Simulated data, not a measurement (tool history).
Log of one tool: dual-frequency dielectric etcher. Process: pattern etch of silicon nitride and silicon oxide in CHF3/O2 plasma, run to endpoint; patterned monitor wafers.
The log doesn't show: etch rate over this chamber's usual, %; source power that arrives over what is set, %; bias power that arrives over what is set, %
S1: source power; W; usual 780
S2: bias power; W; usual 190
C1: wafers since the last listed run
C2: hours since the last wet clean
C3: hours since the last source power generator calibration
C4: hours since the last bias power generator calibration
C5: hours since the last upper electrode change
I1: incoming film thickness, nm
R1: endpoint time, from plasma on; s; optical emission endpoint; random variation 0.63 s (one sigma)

Run 1, hour 0: usual settings; C1 0; C2 415.6; C3 2395.6; C4 2900.7; C5 2086.7; I1 205.5. Result: R1 149.5 s.
Run 2, hour 53.7: usual settings; C1 310; C2 469.3; C3 2449.3; C4 2954.4; C5 2140.4; I1 208.4. Result: R1 152 s.
Run 3, hour 67.5: usual settings; C1 79; C2 483.1; C3 2463.1; C4 2968.2; C5 2154.2; I1 203.9. Result: R1 149.4 s.
At hour 77.5: bias power generator calibrated.
Run 4, hour 78: usual settings but S2 156 W; C1 37; C2 493.6; C3 2473.6; C4 0.5; C5 2164.7; I1 204.5. Result: R1 156.9 s.
At hour 83.1: source power generator calibrated.
Run 5, hour 91.5: usual settings; C1 54; C2 507.1; C3 8.4; C4 14; C5 2178.2; I1 207.3. Result: R1 152.4 s.
At hour 125.1: upper electrode replaced.
Run 6, hour 125.6: usual settings; C1 58; C2 541.2; C3 42.5; C4 48.1; C5 0.5; I1 205.8. Result: R1 150.2 s.
Run 7, hour 126: usual settings but S1 870 W; C1 2; C2 541.6; C3 42.9; C4 48.5; C5 0.9; I1 205.4. Result: R1 146.8 s.
Run 8, hour 126.4: usual settings but S1 870 W; C1 2; C2 542; C3 43.3; C4 48.9; C5 1.3; I1 206.7. Result: R1 147.2 s.
Run 9, hour 138.9: usual settings but S1 900 W, S2 217 W; C1 72; C2 554.5; C3 55.8; C4 61.4; C5 13.8; I1 208.5. Result: R1 141.5 s.
At hour 167.3: wet clean of the chamber.
Run 10, hour 167.8: usual settings but S1 890 W, S2 206 W; C1 28; C2 0.5; C3 84.7; C4 90.3; C5 42.7; I1 206.1. Result: R1 135.6 s.
Run 11, hour 168.2: usual settings but S2 224 W; C1 2; C2 0.9; C3 85.1; C4 90.7; C5 43.1; I1 207.3. Result: R1 140.4 s.
Run 12, hour 172.6: usual settings but S1 850 W, S2 232 W; C1 25; C2 5.3; C3 89.5; C4 95.1; C5 47.5; I1 207.2. Result: R1 136.1 s.
Run 13, hour 181.1: usual settings but S1 960 W, S2 151 W; C1 49; C2 13.8; C3 98; C4 103.6; C5 56; I1 206.4. Result: R1 143.4 s.
Run 14, hour 199.1: usual settings; C1 104; C2 31.8; C3 116; C4 121.6; C5 74; I1 206.5. Result: R1 146.9 s.
Run 15, hour 209.1: usual settings but S1 940 W, S2 164 W; C1 57; C2 41.8; C3 126; C4 131.6; C5 84; I1 207.9. Result: R1 142.9 s.
Run 16, hour 219.7: usual settings but S1 920 W, S2 170 W; C1 61; C2 52.4; C3 136.6; C4 142.2; C5 94.6; I1 207.2. Result: R1 143.2 s.
Run 17, hour 231.4: usual settings; C1 67; C2 64.1; C3 148.3; C4 153.9; C5 106.3; I1 206.2. Result: R1 147.4 s.

Measured less the same run without the tool's hidden state. The same run-to-run variation is in both; the gauge's scatter may not be:
run    R1
  1  +5.1
  2    +6
  3    +6
  4  +6.4
  5  +6.4
  6  +6.8
  7  +6.7
  8  +6.7
  9  +6.6
 10    +1
 11  +1.1
 12  +1.1
 13  +1.3
 14  +1.5
 15  +1.6
 16  +1.7
 17    +2
